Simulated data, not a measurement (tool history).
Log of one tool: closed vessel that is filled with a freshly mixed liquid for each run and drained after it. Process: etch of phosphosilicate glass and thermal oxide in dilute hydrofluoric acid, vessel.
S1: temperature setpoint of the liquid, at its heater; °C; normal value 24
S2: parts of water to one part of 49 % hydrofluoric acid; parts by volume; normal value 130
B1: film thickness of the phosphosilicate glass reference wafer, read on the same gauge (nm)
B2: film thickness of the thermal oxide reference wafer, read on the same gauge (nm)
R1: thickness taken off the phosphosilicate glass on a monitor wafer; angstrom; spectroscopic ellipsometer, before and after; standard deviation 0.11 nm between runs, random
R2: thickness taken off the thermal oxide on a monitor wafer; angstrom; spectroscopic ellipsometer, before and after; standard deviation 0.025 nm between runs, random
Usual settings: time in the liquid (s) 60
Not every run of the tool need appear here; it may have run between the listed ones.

run 1 hour=0 | S1=24 S2=75 time_in_the_liquid_(s)=60 | B1=49.97 B2=79.997 | R1=433.5 R2=39.84
run 2 hour=57.1 | S1=27 S2=80 time_in_the_liquid_(s)=80 | B1=49.98 B2=80.004 | R1=616.2 R2=54.36
run 3 hour=138.3 | S1=24 S2=130 time_in_the_liquid_(s)=60 | B1=50.02 B2=79.979 | R1=237.7 R2=21.49
run 4 hour=404.9 | S1=24 S2=180 time_in_the_liquid_(s)=60 | B1=50.02 B2=80.032 | R1=163.2 R2=15.18
run 5 hour=508.8 | S1=24 S2=130 time_in_the_liquid_(s)=60 | B1=50 B2=80.012 | R1=240 R2=22
run 6 hour=694.8 | S1=28 S2=160 time_in_the_liquid_(s)=85 | B1=50 B2=80.072 | R1=314.4 R2=28.85
run 7 hour=801.6 | S1=24 S2=95 time_in_the_liquid_(s)=45 | B1=50.02 B2=80.008 | R1=261.1 R2=24.48
run 8 hour=884.9 | S1=24 S2=85 time_in_the_liquid_(s)=90 | B1=50.03 B2=80.009 | R1=602.4 R2=54.56
run 9 hour=941.7 | S1=24 S2=130 time_in_the_liquid_(s)=60 | B1=50 B2=79.946 | R1=245.6 R2=22.27
run 10 hour=1032.4 | S1=20.5 S2=70 time_in_the_liquid_(s)=60 | B1=49.99 B2=80 | R1=431.7 R2=39.76
run 11 hour=1133.6 | S1=20 S2=130 time_in_the_liquid_(s)=90 | B1=50.02 B2=80.001 | R1=307.9 R2=27.9
run 12 hour=1200.2 | S1=24 S2=130 time_in_the_liquid_(s)=60 | B1=49.98 B2=80.067 | R1=242.1 R2=22.01
run 13 hour=1260.1 | S1=24 S2=130 time_in_the_liquid_(s)=60 | B1=49.98 B2=79.954 | R1=234.3 R2=21.32
run 14 hour=1364.5 | S1=24 S2=130 time_in_the_liquid_(s)=45 | B1=50 B2=79.972 | R1=176 R2=16.27
run 15 hour=1433.6 | S1=21 S2=110 time_in_the_liquid_(s)=60 | B1=50.03 B2=79.991 | R1=252.7 R2=22.71
run 16 hour=1494.4 | S1=20.5 S2=95 time_in_the_liquid_(s)=70 | B1=50.03 B2=79.942 | R1=340.7 R2=30.87
run 17 hour=1596 | S1=24 S2=85 time_in_the_liquid_(s)=30 | B1=50.01 B2=79.993 | R1=191.5 R2=17.59
run 18 hour=1684.3 | S1=21.5 S2=105 time_in_the_liquid_(s)=80 | B1=50.02 B2=79.999 | R1=363.9 R2=33.67
run 19 hour=1789.3 | S1=24 S2=130 time_in_the_liquid_(s)=60 | B1=49.99 B2=79.958 | R1=238 R2=21.82
run 20 hour=1897.2 | S1=24 S2=70 time_in_the_liquid_(s)=60 | B1=50.01 B2=80 | R1=477.8 R2=43.29
run 21 hour=1981.7 | S1=21.5 S2=110 time_in_the_liquid_(s)=60 | B1=49.99 B2=80.005 | R1=262.4 R2=24.06
run 22 hour=2085 | S1=24 S2=185 time_in_the_liquid_(s)=60 | B1=50 B2=79.988 | R1=160 R2=14.55
run 23 hour=2150.7 | S1=24 S2=130 time_in_the_liquid_(s)=75 | B1=50.02 B2=80.075 | R1=301.8 R2=27.91
run 24 hour=2196.4 | S1=28 S2=95 time_in_the_liquid_(s)=30 | B1=50.01 B2=80.005 | R1=198.2 R2=17.96

Withheld: 4 entries from between the runs. Position of each, and hidden state at the listed run before versus the listed run after:
Between runs 3 and 4: gauge calibrated (hour 372.5)
  liquid hotter than its thermometer reads (K): 0.37 -> 0.528; hydrofluoric acid flow above the setpoint (%): 1.07 -> 1.69
  measured minus no-state result, R1: +6.3 -> +6.4 angstrom; R2: +0.56 -> +0.59 angstrom
Between runs 10 and 11: hydrofluoric acid flow meter replaced (hour 1108.8)
  liquid hotter than its thermometer reads (K): 0.898 -> 0.957; hydrofluoric acid flow above the setpoint (%): 3.14 -> 0.206
  measured minus no-state result, R1: +29.5 -> +12.4 angstrom; R2: +2.72 -> +1.12 angstrom
Between runs 12 and 13: thermometer replaced (hour 1238.6)
  liquid hotter than its thermometer reads (K): 0.997 -> 0.0349; hydrofluoric acid flow above the setpoint (%): 0.36 -> 0.498
  measured minus no-state result, R1: +10.1 -> +1.6 angstrom; R2: +0.92 -> +0.15 angstrom
Between runs 23 and 24: hydrofluoric acid flow meter replaced (hour 2169.5)
  liquid hotter than its thermometer reads (K): 0.56 -> 0.587; hydrofluoric acid flow above the setpoint (%): 2.56 -> 0.135
  measured minus no-state result, R1: +14.9 -> +4.7 angstrom; R2: +1.38 -> +0.43 angstrom

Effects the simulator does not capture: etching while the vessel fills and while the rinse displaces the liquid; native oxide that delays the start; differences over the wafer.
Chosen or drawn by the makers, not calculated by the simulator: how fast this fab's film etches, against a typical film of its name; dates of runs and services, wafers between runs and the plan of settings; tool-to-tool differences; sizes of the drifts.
